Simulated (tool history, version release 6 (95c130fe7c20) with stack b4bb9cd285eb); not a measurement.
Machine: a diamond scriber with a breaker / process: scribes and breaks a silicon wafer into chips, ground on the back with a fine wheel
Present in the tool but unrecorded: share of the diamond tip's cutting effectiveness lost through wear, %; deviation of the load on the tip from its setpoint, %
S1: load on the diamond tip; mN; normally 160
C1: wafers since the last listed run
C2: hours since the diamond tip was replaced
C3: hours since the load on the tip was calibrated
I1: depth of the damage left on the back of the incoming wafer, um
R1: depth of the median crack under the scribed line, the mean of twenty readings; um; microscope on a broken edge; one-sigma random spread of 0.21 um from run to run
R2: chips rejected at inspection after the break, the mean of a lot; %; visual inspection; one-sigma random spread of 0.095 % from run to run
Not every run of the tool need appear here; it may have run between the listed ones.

run,hour,S1,C1,C2,C3,I1,R1,R2
1,0.0,160,0,240.1,1304.0,2.05,12.37,2.31
2,32.4,129,47,272.5,1336.4,2.35,11.31,4.33
3,45.1,133,18,285.2,1349.1,2.22,11.67,3.53
4,65.3,133,29,305.4,1369.3,2.96,11.16,4.42
5,92.9,133,40,333.0,1396.9,1.68,11.35,3.11
6,114.9,193,32,355.0,1418.9,2.33,13.88,3.42
7,149.2,135,50,389.3,1453.2,1.56,11.27,2.96
8,164.8,160,23,404.9,1468.8,2.50,12.23,2.40
9,190.5,160,38,430.6,1494.5,2.77,12.16,2.86
10,209.7,160,28,449.8,1513.7,1.53,12.63,2.06
11,244.6,195,51,484.7,1548.6,2.38,13.74,3.71
12,277.8,195,49,517.9,1581.8,2.58,13.82,3.57
13,311.5,160,49,551.6,1615.5,2.72,12.55,2.76
# hour 319.4: diamond tip replaced by a new one
14,323.6,160,14,4.2,1627.6,1.64,12.76,2.13
15,350.1,160,39,30.7,1654.1,2.62,12.91,2.75
16,370.3,160,29,50.9,1674.3,2.66,12.59,2.86
17,403.1,127,48,83.7,1707.1,2.48,10.95,4.20
18,417.1,127,20,97.7,1721.1,2.46,11.26,4.33
19,439.5,160,33,120.1,1743.5,1.83,12.44,2.20
20,459.7,192,29,140.3,1763.7,2.04,13.42,3.12
21,487.2,174,40,167.8,1791.2,2.68,12.76,2.95
22,515.9,187,42,196.5,1819.9,1.87,13.52,2.69
23,544.5,140,42,225.1,1848.5,2.56,11.83,3.27
24,573.1,160,42,253.7,1877.1,1.65,12.18,2.26
25,595.4,201,32,276.0,1899.4,2.18,13.78,3.92
26,613.2,160,26,293.8,1917.2,1.61,12.53,2.14
27,642.6,196,43,323.2,1946.6,1.61,14.02,3.31
# hour 654.3: load on the tip recalibrated
28,662.9,198,27,343.5,8.6,1.94,13.95,3.32
29,761.1,207,145,441.7,106.8,2.76,14.11,4.57
30,777.3,160,23,457.9,123.0,1.58,12.45,2.10
31,803.1,160,38,483.7,148.8,2.96,12.87,2.91
32,831.6,160,42,512.2,177.3,2.06,12.59,2.42
33,847.5,197,23,528.1,193.2,2.17,13.67,3.58
# hour 849.9: diamond tip replaced by a new one
34,868.5,177,28,18.6,214.2,2.59,13.17,3.05
35,939.1,121,104,89.2,284.8,1.73,11.19,4.16
36,1011.0,200,106,161.1,356.7,2.15,14.02,3.77
37,1023.1,123,17,173.2,368.8,2.78,11.21,5.51
38,1039.3,206,23,189.4,385.0,2.10,13.86,4.29
39,1072.8,118,49,222.9,418.5,2.65,10.94,5.93
40,1086.1,124,19,236.2,431.8,2.35,11.04,4.66
41,1120.9,183,51,271.0,466.6,2.76,13.37,3.14
42,1149.2,203,41,299.3,494.9,2.72,14.49,4.10

Give the tool's hidden conditions for every run:
share of the diamond tip's cutting effectiveness lost through wear, %: 0 on each run
deviation of the load on the tip from its setpoint, %: 0 on each run
